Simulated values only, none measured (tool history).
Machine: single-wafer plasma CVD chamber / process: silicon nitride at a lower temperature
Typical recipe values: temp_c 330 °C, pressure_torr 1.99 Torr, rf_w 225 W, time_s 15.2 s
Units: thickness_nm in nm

run	day	temp_c	pressure_torr	rf_w	time_s	read-back reference wafer on the same gauge, thickness_nm	thickness_nm
1	0	330	2.29	225	15.2	17.284	16.133
2	2.267	330	2.29	225	15.2	17.313	16.008
3	4.258	330	2.29	225	15.2	17.299	16.051
4	6.15	320	1.99	225	15.2	17.276	15.685
5	8.825	330	1.99	225	15.2	17.31	15.58
6	11.958	330	1.99	225	15.2	17.341	15.47
7	14.867	330	1.99	225	15.2	17.323	15.268
# day 16.538: gauge calibrated
8	18.867	330	1.99	225	15.2	17.302	15.646
# day 20.246: showerhead replaced
9	23.229	330	1.99	225	15.2	17.27	15.396
10	29.792	330	1.99	225	15.2	17.313	15.426
11	32.575	330	2.22	225	16.9	17.288	17.678
12	36.525	318	1.99	225	15.2	17.303	15.32
# day 37.825: thermocouple changed; heater temperature recalibrated
13	40.858	330	1.99	225	15.2	17.306	15.299
14	43.658	330	1.99	245	15.2	17.307	16.81
15	47.1	330	1.99	260	12.4	17.292	14.323
16	49.329	330	1.55	225	16.8	17.293	15.937
# day 51.175: RF generator calibrated
# day 51.821: capacitance manometer re-zeroed and calibrated
17	52.554	319	1.56	260	17.1	17.318	18.959
18	56.196	330	1.99	225	15.2	17.304	15.594
19	59.362	330	1.99	225	15.2	17.269	15.746
20	61.358	330	1.99	225	15.2	17.294	15.868
21	63.929	330	1.99	225	14.3	17.29	14.809
22	66.458	338	2.43	200	13	17.327	12.619
23	68.142	319	2.12	250	18.1	17.304	20.844
24	74.892	330	1.99	225	15.2	17.31	15.846
25	76.458	330	1.99	225	15.2	17.306	15.754
26	78.858	330	1.99	225	15.2	17.29	15.751
27	81.979	323	2.34	225	17.1	17.303	18.376

Here are 5 independent what-if runs from the current tool condition. What would each one return?
A	81.996	330	1.99	215	15.2	?	?
B	81.996	330	1.99	250	18.1	?	?
C	81.996	318	1.65	190	16.2	?	?
D	81.996	321	2.31	210	12.3	?	?
E	81.996	339	2.4	205	15.2	?	?

run	read-back reference wafer on the same gauge, thickness_nm	thickness_nm
A	17.3	15.092
B	17.3	20.71
C	17.3	13.455
D	17.3	12.469
E	17.3	15.1
With the hidden condition removed and each run's random variation left untouched, the same runs would have given:
run	thickness_nm
A	15.252
B	20.92
C	13.605
D	12.601
E	15.26
